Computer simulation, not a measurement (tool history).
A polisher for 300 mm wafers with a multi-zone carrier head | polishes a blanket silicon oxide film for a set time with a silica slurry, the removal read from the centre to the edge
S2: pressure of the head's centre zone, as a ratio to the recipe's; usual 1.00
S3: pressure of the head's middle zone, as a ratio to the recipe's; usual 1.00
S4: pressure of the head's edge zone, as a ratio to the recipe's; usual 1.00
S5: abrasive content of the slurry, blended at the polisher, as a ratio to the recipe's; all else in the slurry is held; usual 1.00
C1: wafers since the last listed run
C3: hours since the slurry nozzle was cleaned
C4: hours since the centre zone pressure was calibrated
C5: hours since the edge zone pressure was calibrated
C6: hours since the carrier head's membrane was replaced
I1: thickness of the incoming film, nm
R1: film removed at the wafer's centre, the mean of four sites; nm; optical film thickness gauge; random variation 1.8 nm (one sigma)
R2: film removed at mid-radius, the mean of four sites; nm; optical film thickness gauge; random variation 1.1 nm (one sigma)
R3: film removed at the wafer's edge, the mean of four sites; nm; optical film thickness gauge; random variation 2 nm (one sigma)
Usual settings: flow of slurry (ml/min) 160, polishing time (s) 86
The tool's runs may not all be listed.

run 1 hour=0.0 | flow_of_slurry_(ml/min)=160 S2=1.08 S3=1.00 S4=1.00 S5=1.00 polishing_time_(s)=86 | C1=0 wafers_polished_on_this_pad=1871 C3=9.6 C4=419.8 C5=851.6 C6=1201.6 | I1=1760.1 | R1=179.0 R2=165.5 R3=166.6
run 2 hour=43.7 | flow_of_slurry_(ml/min)=160 S2=1.00 S3=1.00 S4=1.00 S5=1.00 polishing_time_(s)=86 | C1=501 wafers_polished_on_this_pad=2373 C3=53.3 C4=463.5 C5=895.3 C6=1245.3 | I1=1803.0 | R1=167.1 R2=166.8 R3=167.6
run 3 hour=92.8 | flow_of_slurry_(ml/min)=160 S2=1.00 S3=1.00 S4=1.07 S5=1.20 polishing_time_(s)=86 | C1=563 wafers_polished_on_this_pad=2937 C3=102.4 C4=512.6 C5=944.4 C6=1294.4 | I1=1774.7 | R1=174.8 R2=169.6 R3=181.2
run 4 hour=135.3 | flow_of_slurry_(ml/min)=115 S2=0.89 S3=1.00 S4=1.00 S5=1.00 polishing_time_(s)=107 | C1=488 wafers_polished_on_this_pad=3425 C3=144.9 C4=555.1 C5=986.9 C6=1336.9 | I1=1737.7 | R1=162.4 R2=188.9 R3=195.5
-- hour=227.0 worn pad replaced by a new one
run 5 hour=268.3 | flow_of_slurry_(ml/min)=160 S2=1.05 S3=1.00 S4=1.00 S5=0.90 polishing_time_(s)=66 | C1=1481 wafers_polished_on_this_pad=474 C3=277.9 C4=688.1 C5=1119.9 C6=1469.9 | I1=1772.2 | R1=122.8 R2=118.5 R3=120.3
-- hour=307.6 carrier head's membrane replaced by a new one
run 6 hour=322.2 | flow_of_slurry_(ml/min)=160 S2=1.09 S3=1.09 S4=1.00 S5=1.00 polishing_time_(s)=86 | C1=561 wafers_polished_on_this_pad=1036 C3=331.8 C4=742.0 C5=1173.8 C6=14.6 | I1=1744.8 | R1=173.9 R2=172.8 R3=159.0
run 7 hour=365.1 | flow_of_slurry_(ml/min)=160 S2=1.00 S3=1.00 S4=1.00 S5=1.15 polishing_time_(s)=76 | C1=492 wafers_polished_on_this_pad=1528 C3=374.7 C4=784.9 C5=1216.7 C6=57.5 | I1=1741.1 | R1=146.4 R2=144.6 R3=147.3
run 8 hour=398.3 | flow_of_slurry_(ml/min)=160 S2=1.10 S3=1.00 S4=1.08 S5=1.00 polishing_time_(s)=86 | C1=381 wafers_polished_on_this_pad=1910 C3=407.9 C4=818.1 C5=1249.9 C6=90.7 | I1=1758.5 | R1=173.8 R2=156.7 R3=166.7
run 9 hour=439.1 | flow_of_slurry_(ml/min)=160 S2=1.00 S3=1.00 S4=1.00 S5=1.00 polishing_time_(s)=86 | C1=468 wafers_polished_on_this_pad=2378 C3=448.7 C4=858.9 C5=1290.7 C6=131.5 | I1=1756.4 | R1=156.0 R2=160.0 R3=161.6
run 10 hour=464.6 | flow_of_slurry_(ml/min)=160 S2=1.11 S3=1.04 S4=1.00 S5=0.90 polishing_time_(s)=109 | C1=292 wafers_polished_on_this_pad=2671 C3=474.2 C4=884.4 C5=1316.2 C6=157.0 | I1=1770.7 | R1=218.7 R2=200.8 R3=195.2
run 11 hour=526.7 | flow_of_slurry_(ml/min)=125 S2=1.00 S3=1.00 S4=1.00 S5=1.00 polishing_time_(s)=86 | C1=713 wafers_polished_on_this_pad=3385 C3=536.3 C4=946.5 C5=1378.3 C6=219.1 | I1=1752.8 | R1=146.7 R2=149.5 R3=154.0
run 12 hour=550.7 | flow_of_slurry_(ml/min)=160 S2=1.00 S3=1.00 S4=1.00 S5=1.00 polishing_time_(s)=86 | C1=275 wafers_polished_on_this_pad=3660 C3=560.3 C4=970.5 C5=1402.3 C6=243.1 | I1=1781.0 | R1=154.7 R2=156.7 R3=164.8
-- hour=582.9 edge zone pressure recalibrated
-- hour=652.2 worn pad replaced by a new one
-- hour=656.3 slurry nozzle cleaned
run 13 hour=737.0 | flow_of_slurry_(ml/min)=160 S2=0.90 S3=1.08 S4=1.00 S5=1.00 polishing_time_(s)=86 | C1=2059 wafers_polished_on_this_pad=962 C3=80.7 C4=1156.8 C5=154.1 C6=429.4 | I1=1782.0 | R1=148.7 R2=175.4 R3=165.7
-- hour=750.7 centre zone pressure recalibrated
run 14 hour=768.6 | flow_of_slurry_(ml/min)=120 S2=1.00 S3=1.00 S4=1.00 S5=1.00 polishing_time_(s)=86 | C1=339 wafers_polished_on_this_pad=1302 C3=112.3 C4=17.9 C5=185.7 C6=461.0 | I1=1739.0 | R1=152.3 R2=151.1 R3=156.3
run 15 hour=840.3 | flow_of_slurry_(ml/min)=160 S2=1.00 S3=1.00 S4=1.00 S5=1.20 polishing_time_(s)=98 | C1=823 wafers_polished_on_this_pad=2126 C3=184.0 C4=89.6 C5=257.4 C6=532.7 | I1=1781.1 | R1=191.8 R2=191.8 R3=195.8
run 16 hour=895.6 | flow_of_slurry_(ml/min)=160 S2=0.93 S3=1.00 S4=1.00 S5=1.00 polishing_time_(s)=86 | C1=635 wafers_polished_on_this_pad=2761 C3=239.3 C4=144.9 C5=312.7 C6=588.0 | I1=1768.6 | R1=149.2 R2=159.5 R3=160.7
run 17 hour=927.6 | flow_of_slurry_(ml/min)=160 S2=1.00 S3=1.00 S4=1.00 S5=0.80 polishing_time_(s)=86 | C1=367 wafers_polished_on_this_pad=3128 C3=271.3 C4=176.9 C5=344.7 C6=620.0 | I1=1741.1 | R1=150.5 R2=152.3 R3=153.8
run 18 hour=964.7 | flow_of_slurry_(ml/min)=160 S2=1.00 S3=1.04 S4=1.00 S5=0.75 polishing_time_(s)=86 | C1=426 wafers_polished_on_this_pad=3554 C3=308.4 C4=214.0 C5=381.8 C6=657.1 | I1=1777.4 | R1=150.1 R2=153.8 R3=154.3
run 19 hour=999.9 | flow_of_slurry_(ml/min)=175 S2=0.91 S3=1.00 S4=1.00 S5=1.00 polishing_time_(s)=86 | C1=404 wafers_polished_on_this_pad=3959 C3=343.6 C4=249.2 C5=417.0 C6=692.3 | I1=1745.5 | R1=148.8 R2=163.8 R3=160.5
run 20 hour=1034.3 | flow_of_slurry_(ml/min)=160 S2=1.00 S3=1.06 S4=1.00 S5=0.75 polishing_time_(s)=86 | C1=395 wafers_polished_on_this_pad=4354 C3=378.0 C4=283.6 C5=451.4 C6=726.7 | I1=1753.5 | R1=149.3 R2=156.8 R3=150.0
run 21 hour=1102.1 | flow_of_slurry_(ml/min)=160 S2=1.00 S3=1.00 S4=1.00 S5=1.00 polishing_time_(s)=86 | C1=778 wafers_polished_on_this_pad=5133 C3=445.8 C4=351.4 C5=519.2 C6=794.5 | I1=1765.8 | R1=159.8 R2=157.8 R3=163.5

4 ways to go on from here, each from the tool as it stands after run 21. What would each give?
run A hour=1102.6 | flow_of_slurry_(ml/min)=160 S2=1.00 S3=1.04 S4=1.00 S5=1.00 polishing_time_(s)=86 | C1=5 wafers_polished_on_this_pad=5138 C3=446.3 C4=351.9 C5=519.7 C6=795.0 | I1=1783.1 | R1=? R2=? R3=?
run B hour=1102.6 | flow_of_slurry_(ml/min)=160 S2=1.00 S3=1.10 S4=1.00 S5=1.00 polishing_time_(s)=86 | C1=5 wafers_polished_on_this_pad=5138 C3=446.3 C4=351.9 C5=519.7 C6=795.0 | I1=1783.1 | R1=? R2=? R3=?
run C hour=1102.6 | flow_of_slurry_(ml/min)=160 S2=1.00 S3=1.00 S4=0.93 S5=0.85 polishing_time_(s)=86 | C1=5 wafers_polished_on_this_pad=5138 C3=446.3 C4=351.9 C5=519.7 C6=795.0 | I1=1783.1 | R1=? R2=? R3=?
run D hour=1102.6 | flow_of_slurry_(ml/min)=160 S2=1.06 S3=0.96 S4=1.00 S5=1.10 polishing_time_(s)=86 | C1=5 wafers_polished_on_this_pad=5138 C3=446.3 C4=351.9 C5=519.7 C6=795.0 | I1=1783.1 | R1=? R2=? R3=?

run=A R1=158.8 R2=164.6 R3=162.8
run=B R1=158.9 R2=172.7 R3=162.7
run=C R1=152.7 R2=153.1 R3=151.3
run=D R1=172.4 R2=157.5 R3=166.8
Without the tool's hidden state the same runs would have given:
run=A R1=168.6 R2=173.6 R3=169.1
run=B R1=168.7 R2=182.1 R3=168.9
run=C R1=162.1 R2=161.5 R3=157.1
run=D R1=183.0 R2=166.1 R3=173.3
